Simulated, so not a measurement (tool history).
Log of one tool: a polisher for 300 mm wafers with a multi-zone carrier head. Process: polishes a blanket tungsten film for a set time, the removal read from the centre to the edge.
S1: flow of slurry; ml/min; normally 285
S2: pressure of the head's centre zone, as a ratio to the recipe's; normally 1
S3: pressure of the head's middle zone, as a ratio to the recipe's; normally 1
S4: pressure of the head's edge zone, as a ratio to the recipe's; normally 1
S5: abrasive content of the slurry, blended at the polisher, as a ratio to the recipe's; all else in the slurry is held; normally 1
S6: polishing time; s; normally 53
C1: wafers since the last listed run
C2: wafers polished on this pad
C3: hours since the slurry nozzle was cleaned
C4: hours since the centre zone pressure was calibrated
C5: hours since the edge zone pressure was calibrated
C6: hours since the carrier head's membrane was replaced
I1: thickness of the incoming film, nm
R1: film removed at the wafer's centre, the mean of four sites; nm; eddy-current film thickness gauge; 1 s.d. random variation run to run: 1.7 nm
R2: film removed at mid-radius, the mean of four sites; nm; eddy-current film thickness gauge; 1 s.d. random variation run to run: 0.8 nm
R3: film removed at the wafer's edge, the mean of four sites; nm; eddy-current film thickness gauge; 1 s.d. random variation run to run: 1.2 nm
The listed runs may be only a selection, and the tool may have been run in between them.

{"run": 1, "hour": 0.0, "S1": 285, "S2": 1, "S3": 1, "S4": 1, "S5": 1, "S6": 53, "C1": 0, "C2": 186, "C3": 550.8, "C4": 758, "C5": 485.3, "C6": 923.3, "I1": 1571.8, "R1": 129.7, "R2": 128.6, "R3": 130.9}
{"run": 2, "hour": 16.2, "S1": 285, "S2": 1, "S3": 1, "S4": 1, "S5": 1, "S6": 41, "C1": 134, "C2": 320, "C3": 567, "C4": 774.2, "C5": 501.5, "C6": 939.5, "I1": 1530.4, "R1": 95.9, "R2": 98.4, "R3": 101.9}
{"run": 3, "hour": 32.0, "S1": 285, "S2": 1, "S3": 1, "S4": 1, "S5": 1, "S6": 41, "C1": 131, "C2": 452, "C3": 582.8, "C4": 790, "C5": 517.3, "C6": 955.3, "I1": 1550.3, "R1": 96.7, "R2": 98.2, "R3": 100.7}
{"run": 4, "hour": 44.7, "S1": 285, "S2": 1, "S3": 1, "S4": 1, "S5": 1, "S6": 53, "C1": 105, "C2": 557, "C3": 595.5, "C4": 802.7, "C5": 530, "C6": 968, "I1": 1547.3, "R1": 124.3, "R2": 125.5, "R3": 129.3}
{"hour": 54.1, "done": "carrier head's membrane replaced by a new one"}
{"run": 5, "hour": 54.6, "S1": 220, "S2": 1, "S3": 1, "S4": 1, "S5": 1, "S6": 60, "C1": 40, "C2": 598, "C3": 605.4, "C4": 812.6, "C5": 539.9, "C6": 0.5, "I1": 1532.7, "R1": 135.7, "R2": 135.7, "R3": 140.8}
{"run": 6, "hour": 62.5, "S1": 285, "S2": 1, "S3": 1, "S4": 1.05, "S5": 1, "S6": 53, "C1": 65, "C2": 663, "C3": 613.3, "C4": 820.5, "C5": 547.8, "C6": 8.4, "I1": 1559.1, "R1": 122.8, "R2": 121.9, "R3": 130.8}
{"hour": 97.5, "done": "worn pad replaced by a new one"}
{"run": 7, "hour": 107.1, "S1": 285, "S2": 0.9, "S3": 1, "S4": 1, "S5": 1, "S6": 41, "C1": 337, "C2": 79, "C3": 657.9, "C4": 865.1, "C5": 592.4, "C6": 53, "I1": 1574.3, "R1": 89, "R2": 101.5, "R3": 102.1}
{"hour": 124.3, "done": "edge zone pressure recalibrated"}
{"run": 8, "hour": 124.8, "S1": 285, "S2": 0.93, "S3": 1.1, "S4": 1, "S5": 1, "S6": 53, "C1": 130, "C2": 209, "C3": 675.6, "C4": 882.8, "C5": 0.5, "C6": 70.7, "I1": 1547.9, "R1": 119.2, "R2": 138.7, "R3": 132.1}
{"run": 9, "hour": 129.6, "S1": 285, "S2": 0.94, "S3": 1, "S4": 1, "S5": 1, "S6": 59, "C1": 39, "C2": 249, "C3": 680.4, "C4": 887.6, "C5": 5.3, "C6": 75.5, "I1": 1521.9, "R1": 136.1, "R2": 144, "R3": 147.6}
{"hour": 135.8, "done": "slurry nozzle cleaned"}
{"hour": 136.7, "done": "centre zone pressure recalibrated"}
{"run": 10, "hour": 143.7, "S1": 285, "S2": 1, "S3": 1, "S4": 0.95, "S5": 1, "S6": 53, "C1": 101, "C2": 350, "C3": 7.9, "C4": 7, "C5": 19.4, "C6": 89.6, "I1": 1522.9, "R1": 124.2, "R2": 128.2, "R3": 130.3}
{"run": 11, "hour": 152.2, "S1": 285, "S2": 1, "S3": 1, "S4": 1, "S5": 1, "S6": 53, "C1": 70, "C2": 421, "C3": 16.4, "C4": 15.5, "C5": 27.9, "C6": 98.1, "I1": 1557.9, "R1": 125.1, "R2": 127.4, "R3": 129.2}
{"run": 12, "hour": 161.8, "S1": 285, "S2": 1, "S3": 1, "S4": 1, "S5": 1, "S6": 53, "C1": 79, "C2": 501, "C3": 26, "C4": 25.1, "C5": 37.5, "C6": 107.7, "I1": 1530.3, "R1": 125.3, "R2": 127.3, "R3": 130.3}
{"run": 13, "hour": 187.3, "S1": 285, "S2": 1, "S3": 1, "S4": 1, "S5": 1, "S6": 53, "C1": 211, "C2": 713, "C3": 51.5, "C4": 50.6, "C5": 63, "C6": 133.2, "I1": 1579.9, "R1": 123.9, "R2": 123, "R3": 127.1}
{"run": 14, "hour": 202.1, "S1": 250, "S2": 1, "S3": 0.93, "S4": 1, "S5": 1, "S6": 53, "C1": 123, "C2": 836, "C3": 66.3, "C4": 65.4, "C5": 77.8, "C6": 148, "I1": 1555.3, "R1": 118, "R2": 113.2, "R3": 123.2}
{"hour": 232.0, "done": "worn pad replaced by a new one"}
{"run": 15, "hour": 238.4, "S1": 285, "S2": 1, "S3": 1, "S4": 1.08, "S5": 1.15, "S6": 53, "C1": 268, "C2": 53, "C3": 102.6, "C4": 101.7, "C5": 114.1, "C6": 184.3, "I1": 1550.6, "R1": 130.3, "R2": 131.2, "R3": 140.6}
{"run": 16, "hour": 245.6, "S1": 285, "S2": 1, "S3": 0.94, "S4": 1, "S5": 1, "S6": 53, "C1": 59, "C2": 113, "C3": 109.8, "C4": 108.9, "C5": 121.3, "C6": 191.5, "I1": 1551, "R1": 128.6, "R2": 123.4, "R3": 133.7}
{"run": 17, "hour": 254.9, "S1": 285, "S2": 1, "S3": 1, "S4": 1, "S5": 1, "S6": 35, "C1": 77, "C2": 190, "C3": 119.1, "C4": 118.2, "C5": 130.6, "C6": 200.8, "I1": 1553.9, "R1": 85, "R2": 83.6, "R3": 87.5}
{"run": 18, "hour": 262.5, "S1": 285, "S2": 1.07, "S3": 1.05, "S4": 1, "S5": 1.2, "S6": 68, "C1": 63, "C2": 253, "C3": 126.7, "C4": 125.8, "C5": 138.2, "C6": 208.4, "I1": 1535, "R1": 177.9, "R2": 175.4, "R3": 174.4}
{"run": 19, "hour": 268.9, "S1": 285, "S2": 1, "S3": 1.09, "S4": 0.95, "S5": 1.15, "S6": 53, "C1": 53, "C2": 306, "C3": 133.1, "C4": 132.2, "C5": 144.6, "C6": 214.8, "I1": 1535.9, "R1": 129.9, "R2": 140.3, "R3": 130.3}

Forecast run 20:
{"run": 20, "hour": 319.2, "S1": 285, "S2": 1, "S3": 1, "S4": 1, "S5": 1, "S6": 53, "C1": 418, "C2": 724, "C3": 183.4, "C4": 182.5, "C5": 194.9, "C6": 265.1, "I1": 1552.2, "R1": "?", "R2": "?", "R3": "?"}

Run 20 measured R1 119.8 nm, R2 122.6 nm, R3 124.5 nm.
With the hidden condition absent and the run-to-run variation left alone, this run would have shown R1 127.8 nm, R2 130.8 nm, R3 132.8 nm.
